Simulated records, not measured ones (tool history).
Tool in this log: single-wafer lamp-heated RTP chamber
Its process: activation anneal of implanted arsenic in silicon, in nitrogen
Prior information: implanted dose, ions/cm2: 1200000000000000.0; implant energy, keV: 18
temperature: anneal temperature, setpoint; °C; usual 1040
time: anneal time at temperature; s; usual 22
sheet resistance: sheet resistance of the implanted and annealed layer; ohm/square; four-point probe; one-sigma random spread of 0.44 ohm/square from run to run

run,day,temperature,time,"read-back reference wafer on the same gauge, sheet resistance",sheet resistance
1,0,1040,22,124.99,109.48
2,0.775,1040,22,124.9,108.77
3,1.904,1040,22,124.99,108.56
4,2.9,1040,22,125.25,109.12
5,4,1040,22,125.17,109.41
6,5.404,1040,22,125.1,108.99
7,6.45,1040,22,125.15,110.07
# day 7.567: reflector plate cleaned
8,7.588,1040,22,125.11,109.61
9,7.925,1040,22,125.03,108.76
10,8.571,1040,22,124.99,109.62
# day 9.254: gauge calibrated
11,10.05,1017,22,124.98,116.16
# day 10.7: pyrometer window cleaned and pyrometer calibrated
12,10.721,1017,22,124.92,120.16
13,12.2,1040,22,124.98,111.94
14,13.362,1040,22,125.05,111.39
15,14.583,1040,22,125.02,111.34
16,16.004,1012,17,125.07,123.25
17,17.133,1040,15,124.91,116.42
18,17.683,1068,30,124.91,99.28
19,18.492,1029,11,125,123.69
20,19.492,1018,26,124.96,114.55
21,20.958,1021,22,124.91,116.15
22,22.212,1016,32,124.86,111.96
23,23.2,1031,9,125.19,124.67
24,24.162,1040,30,125.14,105.94
25,25.533,1040,22,125.02,110.31
26,26.962,1040,22,125.13,109.76
27,28.108,1018,11,124.89,126.2
28,29.446,1013,14,124.88,124.93
29,29.967,1022,10,125,125.59
30,30.708,1040,22,125.08,109.35
31,31.258,1040,22,125.1,109.53
32,31.846,1040,22,124.93,108.93
33,34.638,1012,26,124.87,116
34,35.475,1068,31,125.25,98.59
35,36.088,1013,16,124.96,123.01
36,36.883,1070,29,125.06,98.48
37,37.571,1065,22,125.02,102.24
38,38.2,1061,11,125.14,112.48

Subtracting, for every run, the result it would have given without the tool's unlogged condition from the measured result gives the following. The same run-to-run variation enters both numbers; the gauge's scatter may not:
Hidden state at play: true wafer temperature minus pyrometer reading, K; wafer temperature error from the tarnished reflector plate, K; gauge reads high (%).
run,sheet resistance
1,-2.8
2,-2.81
3,-2.83
4,-2.87
5,-2.91
6,-2.92
7,-2.97
8,-2.98
9,-2.95
10,-2.98
11,-3.8
12,-0.16
13,-0.56
14,-0.85
15,-1.14
16,-1.97
17,-1.75
18,-1.35
19,-2.25
20,-2.38
21,-2.55
22,-2.7
23,-2.9
24,-2.22
25,-2.5
26,-2.57
27,-3.56
28,-3.76
29,-3.58
30,-2.74
31,-2.77
32,-2.77
33,-3.82
34,-2.31
35,-4.04
36,-2.34
37,-2.56
38,-2.9
